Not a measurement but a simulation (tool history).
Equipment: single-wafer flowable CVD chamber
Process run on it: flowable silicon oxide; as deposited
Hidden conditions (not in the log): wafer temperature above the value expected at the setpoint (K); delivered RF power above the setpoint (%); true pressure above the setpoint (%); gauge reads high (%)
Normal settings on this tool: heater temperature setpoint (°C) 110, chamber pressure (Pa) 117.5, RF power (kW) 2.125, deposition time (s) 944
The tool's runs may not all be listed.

run,hour,heater temperature setpoint (°C),chamber pressure (Pa),RF power (kW),deposition time (s),wafers since the last listed run,hours since the last thermocouple change,hours since the last RF generator calibration,hours since the last manometer calibration,hours since the showerhead was replaced,hours since the gauge calibration,"read-back reference wafer on the same gauge, thickness_nm",mean film thickness on the monitor wafer (Å)
1,0,110,117.5,2.125,944,0,2210.6,314.7,1364.2,2425.4,367.6,443.564,4052.96
2,61.8,101,117.5,2.125,1024,116,2272.4,376.5,1426,2487.2,429.4,442.973,6168.01
3,110.1,101,117.5,2.125,1024,90,2320.7,424.8,1474.3,2535.5,477.7,443.55,6112.1
4,142.6,107,102,2.125,944,61,2353.2,457.3,1506.8,2568,510.2,444.077,3905.3
5,171,100,117.5,2.125,944,53,2381.6,485.7,1535.2,2596.4,538.6,444.911,5920.44
6,223.8,110,117.5,2.125,944,99,2434.4,538.5,1588,2649.2,591.4,443.932,3999.84
7,279.1,110,125.3,2.125,1082,103,2489.7,593.8,1643.3,2704.5,646.7,444.613,4854.95
8,332.4,110,125.3,2.125,1082,100,2543,647.1,1696.6,2757.8,700,444.972,4928.24
9,394,110,117.5,2.125,944,115,2604.6,708.7,1758.2,2819.4,761.6,444.636,4003.13
10,432.6,110,117.5,2.125,944,72,2643.2,747.3,1796.8,2858,800.2,443.992,3977.37
11,473.5,110,117.5,2.125,944,76,2684.1,788.2,1837.7,2898.9,841.1,443.172,4012.15
# hour 516.1: thermocouple changed; heater temperature recalibrated
12,539.6,110,117.5,2.125,944,109,23.5,854.3,1903.8,2965,907.2,444.341,4250.82
13,590.5,110,117.5,2.125,944,95,74.4,905.2,1954.7,3015.9,958.1,443.668,4281.13
# hour 631.8: capacitance manometer re-zeroed and calibrated
# hour 642.4: showerhead replaced
14,642.9,119,105.2,2.125,944,68,126.8,957.6,11.1,0.5,1010.5,443.361,2905.51
15,682,110,99.9,1.74,1005,73,165.9,996.7,50.2,39.6,1049.6,444.87,3852.23
16,749,118,117.5,2.125,831,125,232.9,1063.7,117.2,106.6,1116.6,444.543,2914.01
17,809.8,95,98.5,1.72,792,114,293.7,1124.5,178,167.4,1177.4,443.323,5186.05
18,857.2,110,117.5,2.125,944,89,341.1,1171.9,225.4,214.8,1224.8,442.987,4367.54
# hour 890: RF generator calibrated
19,918.4,110,125.3,2.125,1082,100,402.3,28.4,286.6,276,1286,444.304,5296.41
20,969.7,110,117.5,2.125,944,96,453.6,79.7,337.9,327.3,1337.3,444.739,4298.07
21,996.2,110,103.9,2.125,944,49,480.1,106.2,364.4,353.8,1363.8,443.526,3792.97
# hour 1021.4: gauge calibrated
22,1028.1,110,106.3,2.125,837,59,512,138.1,396.3,385.7,6.7,444.695,3433.21
23,1064.7,115,90.8,2.325,885,68,548.6,174.7,432.9,422.3,43.3,443.723,2619.3
24,1115.3,110,139.6,2.125,944,95,599.2,225.3,483.5,472.9,93.9,444.107,5057.62
25,1154.6,97,141.9,1.775,774,73,638.5,264.6,522.8,512.2,133.2,444.412,6670.97
26,1201.3,110,117.5,2.125,944,87,685.2,311.3,569.5,558.9,179.9,443.224,4278.49
27,1249.1,110,129.9,2.125,760,89,733,359.1,617.3,606.7,227.7,444.286,3727.64
28,1309.1,102,144.4,2.125,1015,112,793,419.1,677.3,666.7,287.7,444.663,7501.93
29,1368.3,110,106,2.125,859,111,852.2,478.3,736.5,725.9,346.9,442.925,3447.05

3 ways to go on from here, each from the tool as it stands after run 29. What would each give?
A,1369,110,117.5,2.125,944,1,852.9,479,737.2,726.6,347.6,?,?
B,1369,122,102.8,1.925,835,1,852.9,479,737.2,726.6,347.6,?,?
C,1369,122,117.5,2.465,1097,1,852.9,479,737.2,726.6,347.6,?,?

run,"read-back reference wafer on the same gauge, thickness_nm",mean film thickness on the monitor wafer (Å)
A,443.517,4215.91
B,443.517,2135.7
C,443.517,3334.92
Without the tool's hidden state the same runs would have given:
run,mean film thickness on the monitor wafer (Å)
A,4488.73
B,2269.76
C,3539.51

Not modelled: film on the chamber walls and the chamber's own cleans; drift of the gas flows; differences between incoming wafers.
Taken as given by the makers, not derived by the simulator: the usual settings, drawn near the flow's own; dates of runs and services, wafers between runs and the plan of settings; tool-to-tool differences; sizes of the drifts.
